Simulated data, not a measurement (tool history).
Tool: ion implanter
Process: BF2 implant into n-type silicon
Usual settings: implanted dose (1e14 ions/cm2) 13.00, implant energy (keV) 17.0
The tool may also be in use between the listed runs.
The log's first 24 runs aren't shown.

run    hour  implanted dose (1e14 ions/cm2)  implant energy (keV)  read-back reference wafer on the same gauge, sheet resistance  sheet resistance of the implanted and annealed layer (ohm/square)
 25  1917.7                           11.03                  12.0                                                         175.17                                                             194.88
     1998.4  -- gauge calibrated
 26  2003.4                           13.00                  17.0                                                         175.00                                                             167.59
 27  2064.0                           16.55                  12.5                                                         174.95                                                             176.03
 28  2101.9                           11.63                  12.0                                                         175.21                                                             191.85
 29  2141.8                            9.37                  17.0                                                         175.03                                                             189.42
 30  2237.8                           13.00                  17.0                                                         175.02                                                             167.64
 31  2300.1                           13.00                  17.0                                                         174.94                                                             167.48
     2335.1  -- extraction supply calibrated
 32  2368.7                           10.98                  20.0                                                         174.91                                                             169.39
 33  2622.5                           15.53                  23.0                                                         174.95                                                             147.46
 34  2692.2                           13.00                  17.0                                                         175.04                                                             169.31
 35  2791.8                           11.54                  13.5                                                         174.94                                                             186.85
 36  2869.5                           16.41                  19.5                                                         174.96                                                             155.07
 37  2964.0                            9.75                  20.0                                                         174.99                                                             178.14
 38  3055.5                           15.49                  19.5                                                         174.93                                                             156.84

Forecast each of these 3 alternatives for the next run:
  A  3055.9                           13.00                  17.0                                                              ?                                                                  ?
  B  3055.9                            9.97                  13.5                                                              ?                                                                  ?
  C  3055.9                           14.78                  21.5                                                              ?                                                                  ?

run  read-back reference wafer on the same gauge, sheet resistance  sheet resistance of the implanted and annealed layer (ohm/square)
  A                                                         175.02                                                             169.37
  B                                                         175.02                                                             197.53
  C                                                         175.02                                                             152.26
Without the tool's hidden state the same runs would have given:
run  sheet resistance of the implanted and annealed layer (ohm/square)
  A                                                             169.82
  B                                                             197.99
  C                                                             152.73
